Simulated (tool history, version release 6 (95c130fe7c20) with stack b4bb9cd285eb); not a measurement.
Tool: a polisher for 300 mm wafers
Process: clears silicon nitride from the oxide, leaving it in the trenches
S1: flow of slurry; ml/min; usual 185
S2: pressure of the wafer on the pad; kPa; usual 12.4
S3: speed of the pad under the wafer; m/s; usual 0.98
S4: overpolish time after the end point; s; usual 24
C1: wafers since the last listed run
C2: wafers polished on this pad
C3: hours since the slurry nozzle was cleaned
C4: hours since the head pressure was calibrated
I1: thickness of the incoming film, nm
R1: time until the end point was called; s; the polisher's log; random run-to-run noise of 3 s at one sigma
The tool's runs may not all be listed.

Run 1, hour 0: usual settings; C1 0; C2 596; C3 205.4; C4 59; I1 90.5. Result: R1 190.1 s.
Run 2, hour 57.1: usual settings; C1 258; C2 855; C3 262.5; C4 116.1; I1 90. Result: R1 184.5 s.
Run 3, hour 115.4: usual settings; C1 264; C2 1120; C3 320.8; C4 174.4; I1 90. Result: R1 189.2 s.
At hour 122.5: worn pad replaced by a new one.
Run 4, hour 155.3: usual settings; C1 162; C2 148; C3 360.7; C4 214.3; I1 88.8. Result: R1 183.6 s.
Run 5, hour 189.6: usual settings; C1 155; C2 304; C3 395; C4 248.6; I1 89.1. Result: R1 185.8 s.
Run 6, hour 240.2: usual settings; C1 229; C2 533; C3 445.6; C4 299.2; I1 89.6. Result: R1 190.3 s.
Run 7, hour 352.1: usual settings; C1 507; C2 1041; C3 557.5; C4 411.1; I1 91.5. Result: R1 202.3 s.
Run 8, hour 397.3: usual settings but S4 21 s; C1 204; C2 1245; C3 602.7; C4 456.3; I1 91.2. Result: R1 200.3 s.
At hour 413.1: worn pad replaced by a new one.
Run 9, hour 457: usual settings but S4 21 s; C1 252; C2 199; C3 662.4; C4 516; I1 91.5. Result: R1 203.1 s.
Run 10, hour 505.4: usual settings but S4 21 s; C1 219; C2 418; C3 710.8; C4 564.4; I1 90. Result: R1 202.8 s.
At hour 507.8: slurry nozzle cleaned.
Run 11, hour 548.8: usual settings; C1 192; C2 610; C3 41; C4 607.8; I1 89.5. Result: R1 187.6 s.
Run 12, hour 606.3: usual settings; C1 260; C2 871; C3 98.5; C4 665.3; I1 90.1. Result: R1 185.4 s.
Run 13, hour 631.8: usual settings but S2 11 kPa; C1 115; C2 986; C3 124; C4 690.8; I1 91.3. Result: R1 209.6 s.
Run 14, hour 667.2: usual settings but S4 18 s; C1 160; C2 1147; C3 159.4; C4 726.2; I1 90.8. Result: R1 188.3 s.
Run 15, hour 696.7: usual settings but S2 9 kPa; C1 133; C2 1281; C3 188.9; C4 755.7; I1 89. Result: R1 222.4 s.
At hour 703: head pressure recalibrated.
At hour 720.4: worn pad replaced by a new one.
Run 16, hour 759.7: usual settings but S1 225 ml/min, S2 13.8 kPa, S3 0.74 m/s, S4 10 s; C1 258; C2 177; C3 251.9; C4 56.7; I1 90.2. Result: R1 230.5 s.
Run 17, hour 797.9: usual settings but S1 130 ml/min, S3 0.8 m/s; C1 173; C2 351; C3 290.1; C4 94.9; I1 90.7. Result: R1 240.1 s.
Run 18, hour 866.4: usual settings but S2 15.2 kPa, S4 18 s; C1 310; C2 661; C3 358.6; C4 163.4; I1 90.2. Result: R1 163 s.
Run 19, hour 900.1: usual settings but S4 21 s; C1 152; C2 814; C3 392.3; C4 197.1; I1 90.1. Result: R1 190.5 s.
Run 20, hour 942: usual settings but S1 240 ml/min, S4 33 s; C1 189; C2 1004; C3 434.2; C4 239; I1 89.2. Result: R1 184.1 s.
Run 21, hour 976.7: usual settings but S2 8.3 kPa; C1 157; C2 1161; C3 468.9; C4 273.7; I1 88.9. Result: R1 256.9 s.
At hour 1037: worn pad replaced by a new one.
Run 22, hour 1047.6: usual settings but S1 160 ml/min, S2 15.9 kPa, S3 0.86 m/s, S4 17 s; C1 303; C2 48; C3 539.8; C4 344.6; I1 89.9. Result: R1 188.3 s.
Run 23, hour 1074.5: usual settings but S2 8.3 kPa, S4 37 s; C1 121; C2 170; C3 566.7; C4 371.5; I1 90.2. Result: R1 251.4 s.
At hour 1090.7: slurry nozzle cleaned.
Run 24, hour 1130.1: usual settings but S1 205 ml/min, S3 1.22 m/s; C1 247; C2 417; C3 39.4; C4 427.1; I1 89.5. Result: R1 149.1 s.
Run 25, hour 1180.3: usual settings but S1 140 ml/min, S2 13.8 kPa, S3 1.1 m/s, S4 16 s; C1 227; C2 645; C3 89.6; C4 477.3; I1 89.7. Result: R1 163.8 s.
Run 26, hour 1249.1: usual settings but S1 145 ml/min; C1 311; C2 957; C3 158.4; C4 546.1; I1 89.9. Result: R1 194.2 s.
Run 27, hour 1289.1: usual settings; C1 181; C2 1138; C3 198.4; C4 586.1; I1 90.1. Result: R1 188.5 s.
At hour 1318.9: head pressure recalibrated.
At hour 1336.8: worn pad replaced by a new one.
Run 28, hour 1339.9: usual settings but S1 215 ml/min; C1 203; C2 13; C3 249.2; C4 21; I1 89.4. Result: R1 183.8 s.
Run 29, hour 1383.8: usual settings; C1 199; C2 212; C3 293.1; C4 64.9; I1 89.9. Result: R1 194.6 s.

What if the next run were any one of these 5? Each begins from the tool's condition after run 29:
Run A, hour 1384.3: usual settings; C1 2; C2 215; C3 293.6; C4 65.4; I1 89.2. Result: R1 ?.
Run B, hour 1384.3: usual settings but S1 225 ml/min, S3 1.14 m/s; C1 2; C2 215; C3 293.6; C4 65.4; I1 89.2. Result: R1 ?.
Run C, hour 1384.3: usual settings but S1 235 ml/min; C1 2; C2 215; C3 293.6; C4 65.4; I1 89.2. Result: R1 ?.
Run D, hour 1384.3: usual settings but S1 205 ml/min; C1 2; C2 215; C3 293.6; C4 65.4; I1 89.2. Result: R1 ?.
Run E, hour 1384.3: usual settings but S1 130 ml/min, S3 0.68 m/s, S4 32 s; C1 2; C2 215; C3 293.6; C4 65.4; I1 89.2. Result: R1 ?.

run     R1
  A  188.8
  B  158.9
  C    184
  D  186.7
  E    284
Had the tool no hidden state, the same runs would have come out as:
run     R1
  A    186
  B  156.8
  C  181.6
  D    184
  E  278.6

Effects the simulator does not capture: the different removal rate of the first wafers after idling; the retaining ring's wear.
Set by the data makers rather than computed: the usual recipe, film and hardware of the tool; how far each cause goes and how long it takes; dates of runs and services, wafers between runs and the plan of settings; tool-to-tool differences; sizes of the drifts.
